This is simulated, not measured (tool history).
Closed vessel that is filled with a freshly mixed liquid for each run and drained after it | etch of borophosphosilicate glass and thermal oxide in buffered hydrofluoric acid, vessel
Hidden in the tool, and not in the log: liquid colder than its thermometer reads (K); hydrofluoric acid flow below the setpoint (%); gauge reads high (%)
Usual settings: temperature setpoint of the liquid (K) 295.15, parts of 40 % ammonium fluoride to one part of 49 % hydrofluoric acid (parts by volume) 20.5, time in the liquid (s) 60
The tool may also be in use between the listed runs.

| run | hour | temperature setpoint of the liquid (K) | parts of 40 % ammonium fluoride to one part of 49 % hydrofluoric acid (parts by volume) | time in the liquid (s) | wafers since the last listed run | hours since the thermometer was replaced | hours since the hydrofluoric acid flow meter was replaced | hours since the gauge calibration | read-back film thickness of the borophosphosilicate glass reference wafer, read on the same gauge (nm) | read-back film thickness of the thermal oxide reference wafer, read on the same gauge (nm) | thickness taken off the borophosphosilicate glass on a monitor wafer (nm) | thickness taken off the thermal oxide on a monitor wafer (nm) |
|---|---|---|---|---|---|---|---|---|---|---|---|---|
| 1 | 0.0 | 297.65 | 20.5 | 60 | 0 | 1095.9 | 842.8 | 2297.2 | 60.01 | 40.00 | 51.05 | 33.79 |
| 2 | 44.0 | 297.65 | 20.5 | 60 | 4228 | 1139.9 | 886.8 | 2341.2 | 60.01 | 40.02 | 50.89 | 33.42 |
| 3 | 86.7 | 295.15 | 28.5 | 50 | 4103 | 1182.6 | 929.5 | 2383.9 | 60.02 | 40.00 | 29.69 | 19.21 |
| 4 | 148.1 | 297.65 | 20.5 | 60 | 5900 | 1244.0 | 990.9 | 2445.3 | 59.96 | 39.98 | 51.19 | 33.11 |
| 5 | 199.4 | 298.65 | 20.5 | 85 | 4929 | 1295.3 | 1042.2 | 2496.6 | 60.00 | 39.99 | 75.96 | 49.80 |
|  | 207.9 | thermometer replaced |
| 6 | 262.3 | 293.15 | 20.5 | 80 | 5948 | 54.4 | 1105.1 | 2559.5 | 60.02 | 40.01 | 54.48 | 34.78 |
| 7 | 291.9 | 295.15 | 20.5 | 60 | 2844 | 84.0 | 1134.7 | 2589.1 | 60.00 | 39.99 | 45.10 | 29.77 |
|  | 298.1 | gauge calibrated |
| 8 | 341.3 | 299.65 | 24.0 | 30 | 4747 | 133.4 | 1184.1 | 43.2 | 59.99 | 40.03 | 26.04 | 17.03 |
| 9 | 371.8 | 291.15 | 20.5 | 50 | 2930 | 163.9 | 1214.6 | 73.7 | 60.03 | 40.03 | 30.28 | 19.62 |
| 10 | 418.8 | 290.65 | 23.5 | 60 | 4516 | 210.9 | 1261.6 | 120.7 | 60.01 | 40.02 | 32.20 | 20.97 |
| 11 | 448.6 | 295.15 | 20.5 | 60 | 2863 | 240.7 | 1291.4 | 150.5 | 59.99 | 39.99 | 45.60 | 29.39 |
| 12 | 495.9 | 291.65 | 24.0 | 45 | 4545 | 288.0 | 1338.7 | 197.8 | 60.02 | 40.01 | 25.06 | 16.48 |
| 13 | 564.4 | 295.15 | 20.5 | 60 | 6582 | 356.5 | 1407.2 | 266.3 | 60.00 | 40.01 | 45.64 | 28.95 |
| 14 | 605.5 | 299.65 | 20.5 | 40 | 3949 | 397.6 | 1448.3 | 307.4 | 60.03 | 39.97 | 38.58 | 24.95 |
| 15 | 631.4 | 290.65 | 25.5 | 50 | 2488 | 423.5 | 1474.2 | 333.3 | 60.02 | 39.99 | 25.36 | 16.50 |
|  | 670.0 | hydrofluoric acid flow meter replaced |
| 16 | 694.4 | 291.65 | 22.5 | 35 | 5957 | 486.5 | 24.4 | 396.3 | 59.99 | 40.01 | 20.19 | 13.26 |
| 17 | 747.9 | 295.15 | 20.5 | 30 | 5141 | 540.0 | 77.9 | 449.8 | 59.98 | 40.00 | 22.58 | 14.75 |
| 18 | 890.3 | 299.15 | 18.0 | 40 | 13684 | 682.4 | 220.3 | 592.2 | 60.00 | 40.01 | 41.97 | 27.64 |
| 19 | 1089.8 | 295.15 | 20.5 | 60 | 19171 | 881.9 | 419.8 | 791.7 | 59.99 | 40.04 | 44.51 | 29.05 |
| 20 | 1134.8 | 295.15 | 20.5 | 75 | 4324 | 926.9 | 464.8 | 836.7 | 59.98 | 40.01 | 55.19 | 36.30 |
| 21 | 1173.2 | 295.15 | 20.5 | 60 | 3690 | 965.3 | 503.2 | 875.1 | 60.03 | 40.01 | 44.54 | 29.25 |
| 22 | 1236.1 | 295.15 | 20.5 | 60 | 6044 | 1028.2 | 566.1 | 938.0 | 59.98 | 40.00 | 44.70 | 29.08 |
| 23 | 1260.5 | 299.15 | 15.5 | 80 | 2344 | 1052.6 | 590.5 | 962.4 | 60.06 | 40.02 | 95.66 | 62.73 |
| 24 | 1467.4 | 293.65 | 22.5 | 30 | 19882 | 1259.5 | 797.4 | 1169.3 | 59.97 | 40.03 | 19.15 | 12.64 |

Some steps in thickness taken off the borophosphosilicate glass on a monitor wafer (nm) between neighbouring runs. How much of each would the tool show without its hidden state too (settings, what came in, random variation), and how much is left for the hidden state, with any gauge scatter that isn't in both results?
Run 5 -> 6: temperature setpoint of the liquid (K) 298.65 -> 293.15, time in the liquid (s) 85 -> 80, thermometer replaced. thickness taken off the borophosphosilicate glass on a monitor wafer (nm) -21.48: hidden state +2.30, all else -23.78.
Run 22 -> 23: temperature setpoint of the liquid (K) 295.15 -> 299.15, parts of 40 % ammonium fluoride to one part of 49 % hydrofluoric acid (parts by volume) 20.5 -> 15.5, time in the liquid (s) 60 -> 80. thickness taken off the borophosphosilicate glass on a monitor wafer (nm) +50.96: hidden state -1.62, all else +52.58.
Run 23 -> 24: temperature setpoint of the liquid (K) 299.15 -> 293.65, parts of 40 % ammonium fluoride to one part of 49 % hydrofluoric acid (parts by volume) 15.5 -> 22.5, time in the liquid (s) 80 -> 30. thickness taken off the borophosphosilicate glass on a monitor wafer (nm) -76.51: hidden state +2.32, all else -78.83.
